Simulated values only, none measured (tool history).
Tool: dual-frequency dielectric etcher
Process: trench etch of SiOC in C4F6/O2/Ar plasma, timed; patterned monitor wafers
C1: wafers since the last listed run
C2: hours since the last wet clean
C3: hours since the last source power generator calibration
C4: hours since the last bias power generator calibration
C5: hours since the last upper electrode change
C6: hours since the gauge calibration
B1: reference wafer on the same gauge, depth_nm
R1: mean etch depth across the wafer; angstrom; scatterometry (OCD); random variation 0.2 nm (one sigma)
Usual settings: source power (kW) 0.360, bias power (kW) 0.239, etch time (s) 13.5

Run 1, hour 0.0: usual settings but etch time (s) 14.5; C1 0; C2 50.2; C3 1900.2; C4 3480.5; C5 4644.2; C6 773.2; B1 23.90. Result: R1 305.6 angstrom.
Run 2, hour 101.8: usual settings; C1 948; C2 152.0; C3 2002.0; C4 3582.3; C5 4746.0; C6 875.0; B1 23.94. Result: R1 279.4 angstrom.
Run 3, hour 196.5: usual settings; C1 882; C2 246.7; C3 2096.7; C4 3677.0; C5 4840.7; C6 969.7; B1 23.93. Result: R1 283.6 angstrom.
At hour 215.7: gauge calibrated.
Run 4, hour 237.9: usual settings; C1 385; C2 288.1; C3 2138.1; C4 3718.4; C5 4882.1; C6 22.2; B1 23.93. Result: R1 283.4 angstrom.
Run 5, hour 310.3: usual settings but source power (kW) 0.300; C1 674; C2 360.5; C3 2210.5; C4 3790.8; C5 4954.5; C6 94.6; B1 23.90. Result: R1 267.2 angstrom.
Run 6, hour 383.6: usual settings; C1 683; C2 433.8; C3 2283.8; C4 3864.1; C5 5027.8; C6 167.9; B1 23.89. Result: R1 277.8 angstrom.
Run 7, hour 435.2: usual settings; C1 481; C2 485.4; C3 2335.4; C4 3915.7; C5 5079.4; C6 219.5; B1 23.91. Result: R1 277.5 angstrom.
Run 8, hour 478.0: usual settings; C1 398; C2 528.2; C3 2378.2; C4 3958.5; C5 5122.2; C6 262.3; B1 23.86. Result: R1 281.4 angstrom.
At hour 514.4: upper electrode replaced.
At hour 599.1: wet clean of the chamber.
Run 9, hour 599.6: usual settings; C1 686; C2 0.5; C3 2499.8; C4 4080.1; C5 85.2; C6 383.9; B1 23.92. Result: R1 271.5 angstrom.
Run 10, hour 638.8: usual settings; C1 365; C2 39.7; C3 2539.0; C4 4119.3; C5 124.4; C6 423.1; B1 23.90. Result: R1 269.2 angstrom.
Run 11, hour 739.9: usual settings; C1 942; C2 140.8; C3 2640.1; C4 4220.4; C5 225.5; C6 524.2; B1 23.90. Result: R1 272.7 angstrom.
Run 12, hour 840.5: usual settings; C1 937; C2 241.4; C3 2740.7; C4 4321.0; C5 326.1; C6 624.8; B1 23.87. Result: R1 269.1 angstrom.
Run 13, hour 882.6: usual settings but source power (kW) 0.380, etch time (s) 14.5; C1 392; C2 283.5; C3 2782.8; C4 4363.1; C5 368.2; C6 666.9; B1 23.92. Result: R1 292.6 angstrom.
At hour 978.2: wet clean of the chamber, repeated, since the last time left the tool worse.
Run 14, hour 978.7: usual settings but source power (kW) 0.320, etch time (s) 12.0; C1 672; C2 0.5; C3 2878.9; C4 4459.2; C5 464.3; C6 763.0; B1 23.89. Result: R1 244.8 angstrom.
Run 15, hour 1045.0: usual settings but bias power (kW) 0.219, etch time (s) 16.5; C1 618; C2 66.8; C3 2945.2; C4 4525.5; C5 530.6; C6 829.3; B1 23.90. Result: R1 342.4 angstrom.
At hour 1075.6: gauge calibrated.
Run 16, hour 1135.5: usual settings but etch time (s) 15.5; C1 843; C2 157.3; C3 3035.7; C4 4616.0; C5 621.1; C6 59.9; B1 23.94. Result: R1 327.4 angstrom.
At hour 1177.1: bias power generator calibrated.
Run 17, hour 1181.0: usual settings but source power (kW) 0.430; C1 386; C2 202.8; C3 3081.2; C4 3.9; C5 666.6; C6 105.4; B1 23.89. Result: R1 299.0 angstrom.
At hour 1210.4: source power generator calibrated.
Run 18, hour 1249.6: usual settings but source power (kW) 0.330, bias power (kW) 0.280, etch time (s) 15.0; C1 602; C2 271.4; C3 39.2; C4 72.5; C5 735.2; C6 174.0; B1 23.93. Result: R1 319.1 angstrom.
Run 19, hour 1286.5: usual settings; C1 343; C2 308.3; C3 76.1; C4 109.4; C5 772.1; C6 210.9; B1 23.91. Result: R1 283.1 angstrom.
Run 20, hour 1343.2: usual settings but source power (kW) 0.410; C1 528; C2 365.0; C3 132.8; C4 166.1; C5 828.8; C6 267.6; B1 23.92. Result: R1 292.4 angstrom.
Run 21, hour 1410.5: usual settings but source power (kW) 0.310, bias power (kW) 0.194, etch time (s) 17.0; C1 627; C2 432.3; C3 200.1; C4 233.4; C5 896.1; C6 334.9; B1 23.97. Result: R1 326.2 angstrom.
At hour 1500.0: wet clean of the chamber.
Run 22, hour 1500.5: usual settings but source power (kW) 0.430; C1 615; C2 0.5; C3 290.1; C4 323.4; C5 986.1; C6 424.9; B1 23.88. Result: R1 299.2 angstrom.
Run 23, hour 1571.4: usual settings; C1 660; C2 71.4; C3 361.0; C4 394.3; C5 1057.0; C6 495.8; B1 23.89. Result: R1 286.5 angstrom.
Run 24, hour 1607.8: usual settings but source power (kW) 0.300, bias power (kW) 0.214; C1 339; C2 107.8; C3 397.4; C4 430.7; C5 1093.4; C6 532.2; B1 23.92. Result: R1 264.1 angstrom.
Run 25, hour 1653.7: usual settings but bias power (kW) 0.288; C1 427; C2 153.7; C3 443.3; C4 476.6; C5 1139.3; C6 578.1; B1 23.91. Result: R1 296.1 angstrom.

Measured less the same run without the tool's hidden state. The same run-to-run variation is in both; the gauge's scatter may not be:
The hidden state here: etch rate over this chamber's usual, %; source power that arrives over what is set, %; bias power that arrives over what is set, %; gauge reads high (%).
run     R1
  1   -2.1
  2   -3.2
  3   -4.4
  4   -4.9
  5   -5.4
  6   -6.6
  7   -7.2
  8   -7.9
  9  -15.2
 10  -15.5
 11  -17.0
 12  -18.1
 13  -20.3
 14   +0.1
 15   -0.9
 16   -2.2
 17   -2.5
 18   -3.7
 19   -3.6
 20   -4.5
 21   -6.0
 22   -0.7
 23   -1.5
 24   -1.8
 25   -2.6
